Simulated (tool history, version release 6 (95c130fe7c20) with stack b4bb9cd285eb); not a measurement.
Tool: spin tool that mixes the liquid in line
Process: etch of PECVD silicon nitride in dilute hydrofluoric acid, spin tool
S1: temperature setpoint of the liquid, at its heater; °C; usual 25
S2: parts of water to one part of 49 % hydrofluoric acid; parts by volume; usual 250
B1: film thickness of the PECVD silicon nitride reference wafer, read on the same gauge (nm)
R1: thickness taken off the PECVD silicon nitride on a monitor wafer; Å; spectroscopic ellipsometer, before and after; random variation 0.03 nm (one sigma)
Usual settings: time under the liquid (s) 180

{"run": 1, "hour": 0.0, "S1": 25, "S2": 250, "time under the liquid (s)": 180, "B1": 149.993, "R1": 27.02}
{"run": 2, "hour": 16.0, "S1": 25, "S2": 250, "time under the liquid (s)": 230, "B1": 149.976, "R1": 35.1}
{"run": 3, "hour": 44.6, "S1": 25, "S2": 250, "time under the liquid (s)": 230, "B1": 150.003, "R1": 35.13}
{"run": 4, "hour": 57.6, "S1": 25, "S2": 250, "time under the liquid (s)": 180, "B1": 149.981, "R1": 26.81}
{"run": 5, "hour": 70.1, "S1": 25, "S2": 250, "time under the liquid (s)": 180, "B1": 149.982, "R1": 26.9}
{"run": 6, "hour": 89.5, "S1": 25, "S2": 250, "time under the liquid (s)": 180, "B1": 150, "R1": 27.51}
{"run": 7, "hour": 108.5, "S1": 20, "S2": 250, "time under the liquid (s)": 85, "B1": 150.005, "R1": 9.22}
{"run": 8, "hour": 126.3, "S1": 25, "S2": 325, "time under the liquid (s)": 180, "B1": 150, "R1": 20.82}
{"run": 9, "hour": 139.0, "S1": 25, "S2": 210, "time under the liquid (s)": 80, "B1": 150.002, "R1": 14.15}
{"run": 10, "hour": 152.3, "S1": 21, "S2": 145, "time under the liquid (s)": 220, "B1": 149.994, "R1": 43.62}
{"run": 11, "hour": 175.2, "S1": 21, "S2": 250, "time under the liquid (s)": 75, "B1": 149.984, "R1": 8.78}
{"run": 12, "hour": 195.0, "S1": 25, "S2": 250, "time under the liquid (s)": 180, "B1": 149.989, "R1": 27.18}
{"run": 13, "hour": 229.7, "S1": 27.5, "S2": 250, "time under the liquid (s)": 180, "B1": 150.013, "R1": 30.61}
{"run": 14, "hour": 265.2, "S1": 22.5, "S2": 325, "time under the liquid (s)": 90, "B1": 149.987, "R1": 8.9}
{"run": 15, "hour": 285.4, "S1": 28, "S2": 160, "time under the liquid (s)": 180, "B1": 149.994, "R1": 50.35}
{"hour": 291.6, "done": "hydrofluoric acid flow meter replaced"}
{"run": 16, "hour": 307.3, "S1": 25, "S2": 345, "time under the liquid (s)": 180, "B1": 149.986, "R1": 19.58}
{"run": 17, "hour": 342.6, "S1": 23.5, "S2": 325, "time under the liquid (s)": 270, "B1": 149.975, "R1": 27.96}
{"run": 18, "hour": 374.5, "S1": 25, "S2": 250, "time under the liquid (s)": 245, "B1": 150.026, "R1": 36.67}
{"run": 19, "hour": 402.5, "S1": 25, "S2": 250, "time under the liquid (s)": 180, "B1": 149.998, "R1": 26.44}
{"hour": 421.3, "done": "thermometer replaced"}
{"run": 20, "hour": 428.7, "S1": 25, "S2": 350, "time under the liquid (s)": 180, "B1": 150.006, "R1": 20.19}
{"run": 21, "hour": 450.7, "S1": 23, "S2": 220, "time under the liquid (s)": 225, "B1": 149.979, "R1": 35.63}
{"run": 22, "hour": 479.8, "S1": 25, "S2": 250, "time under the liquid (s)": 180, "B1": 149.992, "R1": 27.88}
{"hour": 501.3, "done": "gauge calibrated"}
{"run": 23, "hour": 508.8, "S1": 23, "S2": 145, "time under the liquid (s)": 95, "B1": 150, "R1": 22.48}
{"run": 24, "hour": 535.7, "S1": 23, "S2": 220, "time under the liquid (s)": 225, "B1": 150.004, "R1": 35}
{"run": 25, "hour": 556.5, "S1": 25, "S2": 130, "time under the liquid (s)": 225, "B1": 150.019, "R1": 67.32}
{"run": 26, "hour": 579.8, "S1": 25, "S2": 145, "time under the liquid (s)": 275, "B1": 149.995, "R1": 72.55}
{"run": 27, "hour": 612.8, "S1": 23, "S2": 250, "time under the liquid (s)": 180, "B1": 149.999, "R1": 25.03}
{"run": 28, "hour": 691.2, "S1": 25, "S2": 250, "time under the liquid (s)": 180, "B1": 150.023, "R1": 27.4}
{"run": 29, "hour": 710.3, "S1": 23.5, "S2": 360, "time under the liquid (s)": 85, "B1": 149.99, "R1": 8.26}
{"run": 30, "hour": 734.4, "S1": 25, "S2": 250, "time under the liquid (s)": 180, "B1": 150.001, "R1": 28.28}
{"run": 31, "hour": 762.5, "S1": 25, "S2": 345, "time under the liquid (s)": 180, "B1": 149.989, "R1": 20.06}

Measured less the same run without the tool's hidden state. The same run-to-run variation is in both; the gauge's scatter may not be:
The hidden state here: liquid colder than its thermometer reads (K); hydrofluoric acid flow below the setpoint (%); gauge reads high (%).
run=1 R1=-1.17
run=2 R1=-1.57
run=3 R1=-1.62
run=4 R1=-1.27
run=5 R1=-1.29
run=6 R1=-1.34
run=7 R1=-0.48
run=8 R1=-1.04
run=9 R1=-0.75
run=10 R1=-2.48
run=11 R1=-0.49
run=12 R1=-1.5
run=13 R1=-1.71
run=14 R1=-0.52
run=15 R1=-3.07
run=16 R1=-1.17
run=17 R1=-1.76
run=18 R1=-2.41
run=19 R1=-1.77
run=20 R1=-0.13
run=21 R1=-0.29
run=22 R1=-0.28
run=23 R1=-0.27
run=24 R1=-0.46
run=25 R1=-0.96
run=26 R1=-1.18
run=27 R1=-0.43
run=28 R1=-0.58
run=29 R1=-0.18
run=30 R1=-0.67
run=31 R1=-0.5

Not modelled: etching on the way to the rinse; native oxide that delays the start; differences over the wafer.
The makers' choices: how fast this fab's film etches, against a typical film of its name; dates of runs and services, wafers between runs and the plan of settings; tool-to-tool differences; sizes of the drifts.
